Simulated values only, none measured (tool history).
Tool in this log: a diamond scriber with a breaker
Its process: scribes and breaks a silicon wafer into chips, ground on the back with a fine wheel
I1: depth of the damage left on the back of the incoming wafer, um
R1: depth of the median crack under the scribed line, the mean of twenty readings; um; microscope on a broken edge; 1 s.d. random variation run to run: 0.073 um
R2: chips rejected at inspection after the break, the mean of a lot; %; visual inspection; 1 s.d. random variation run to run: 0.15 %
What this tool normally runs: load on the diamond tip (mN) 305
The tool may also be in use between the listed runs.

run 1 hour=0 | load_on_the_diamond_tip_(mN)=263 | I1=2.56 | R1=7.57 R2=4.73
run 2 hour=10 | load_on_the_diamond_tip_(mN)=263 | I1=2.54 | R1=7.52 R2=5.07
run 3 hour=22.5 | load_on_the_diamond_tip_(mN)=263 | I1=2.61 | R1=7.53 R2=4.87
run 4 hour=31 | load_on_the_diamond_tip_(mN)=305 | I1=2.74 | R1=8.19 R2=3.77
run 5 hour=39.9 | load_on_the_diamond_tip_(mN)=305 | I1=1.9 | R1=8.22 R2=1.97
run 6 hour=51.6 | load_on_the_diamond_tip_(mN)=305 | I1=2.57 | R1=8.18 R2=3.77
run 7 hour=63.1 | load_on_the_diamond_tip_(mN)=305 | I1=1.75 | R1=8.09 R2=1.61
run 8 hour=72 | load_on_the_diamond_tip_(mN)=305 | I1=2.93 | R1=8.11 R2=5.26
run 9 hour=82.2 | load_on_the_diamond_tip_(mN)=305 | I1=2.81 | R1=8.11 R2=4.13
run 10 hour=95.6 | load_on_the_diamond_tip_(mN)=305 | I1=3 | R1=7.98 R2=6.08
run 11 hour=102.9 | load_on_the_diamond_tip_(mN)=305 | I1=2.6 | R1=7.96 R2=3.88
run 12 hour=117 | load_on_the_diamond_tip_(mN)=305 | I1=2.93 | R1=7.87 R2=5.49
run 13 hour=129.8 | load_on_the_diamond_tip_(mN)=305 | I1=2.05 | R1=8.01 R2=2.4
run 14 hour=145.4 | load_on_the_diamond_tip_(mN)=305 | I1=2.6 | R1=7.85 R2=4.24
run 15 hour=153.3 | load_on_the_diamond_tip_(mN)=267 | I1=2.49 | R1=7.26 R2=5.7
run 16 hour=170 | load_on_the_diamond_tip_(mN)=240 | I1=2.98 | R1=6.69 R2=11.02
run 17 hour=184.3 | load_on_the_diamond_tip_(mN)=243 | I1=1.52 | R1=6.78 R2=5.83
run 18 hour=199.8 | load_on_the_diamond_tip_(mN)=330 | I1=1.67 | R1=8.15 R2=1.61
-- hour=213.3 diamond tip replaced by a new one
run 19 hour=213.8 | load_on_the_diamond_tip_(mN)=305 | I1=2.86 | R1=9.03 R2=4.25
-- hour=220.8 load on the tip recalibrated
run 20 hour=222.7 | load_on_the_diamond_tip_(mN)=329 | I1=2.25 | R1=8.47 R2=2.48
run 21 hour=240.6 | load_on_the_diamond_tip_(mN)=350 | I1=2.7 | R1=8.91 R2=3.43
run 22 hour=251.9 | load_on_the_diamond_tip_(mN)=218 | I1=2.45 | R1=6.65 R2=8.9
run 23 hour=258.2 | load_on_the_diamond_tip_(mN)=258 | I1=2.42 | R1=7.39 R2=5.25
run 24 hour=273 | load_on_the_diamond_tip_(mN)=305 | I1=2.24 | R1=8.2 R2=2.47
run 25 hour=281.3 | load_on_the_diamond_tip_(mN)=331 | I1=2.36 | R1=8.63 R2=2.62
run 26 hour=290.5 | load_on_the_diamond_tip_(mN)=391 | I1=2.04 | R1=9.73 R2=3.64
run 27 hour=340.8 | load_on_the_diamond_tip_(mN)=305 | I1=2.11 | R1=8.31 R2=1.97
run 28 hour=355.8 | load_on_the_diamond_tip_(mN)=246 | I1=2.43 | R1=7.43 R2=5.38
run 29 hour=363.8 | load_on_the_diamond_tip_(mN)=385 | I1=2.27 | R1=9.67 R2=4.52
run 30 hour=381 | load_on_the_diamond_tip_(mN)=343 | I1=1.82 | R1=9.08 R2=2.31
run 31 hour=394.1 | load_on_the_diamond_tip_(mN)=341 | I1=2.48 | R1=9.04 R2=3.28

The tool's hidden state at each run:
H1: share of the diamond tip's cutting effectiveness lost through wear, %
H2: deviation of the load on the tip from its setpoint, %
run=1 H1=13 H2=15.6
run=2 H1=13.4 H2=15.7
run=3 H1=13.9 H2=15.8
run=4 H1=14.3 H2=15.9
run=5 H1=14.7 H2=16
run=6 H1=15.2 H2=16.1
run=7 H1=15.7 H2=16.2
run=8 H1=16.1 H2=16.3
run=9 H1=16.6 H2=16.3
run=10 H1=17.2 H2=16.4
run=11 H1=17.6 H2=16.5
run=12 H1=18.3 H2=16.6
run=13 H1=18.9 H2=16.7
run=14 H1=19.7 H2=16.8
run=15 H1=20.1 H2=16.8
run=16 H1=21 H2=16.9
run=17 H1=21.7 H2=17
run=18 H1=22.6 H2=17.1
run=19 H1=1.89 H2=17.1
run=20 H1=1.89 H2=-1.41
run=21 H1=1.92 H2=-0.328
run=22 H1=1.94 H2=0.314
run=23 H1=1.96 H2=0.66
run=24 H1=2.01 H2=1.44
run=25 H1=2.05 H2=1.86
run=26 H1=2.1 H2=2.3
run=27 H1=2.46 H2=4.48
run=28 H1=2.6 H2=5.04
run=29 H1=2.68 H2=5.33
run=30 H1=2.87 H2=5.93
run=31 H1=3.03 H2=6.35
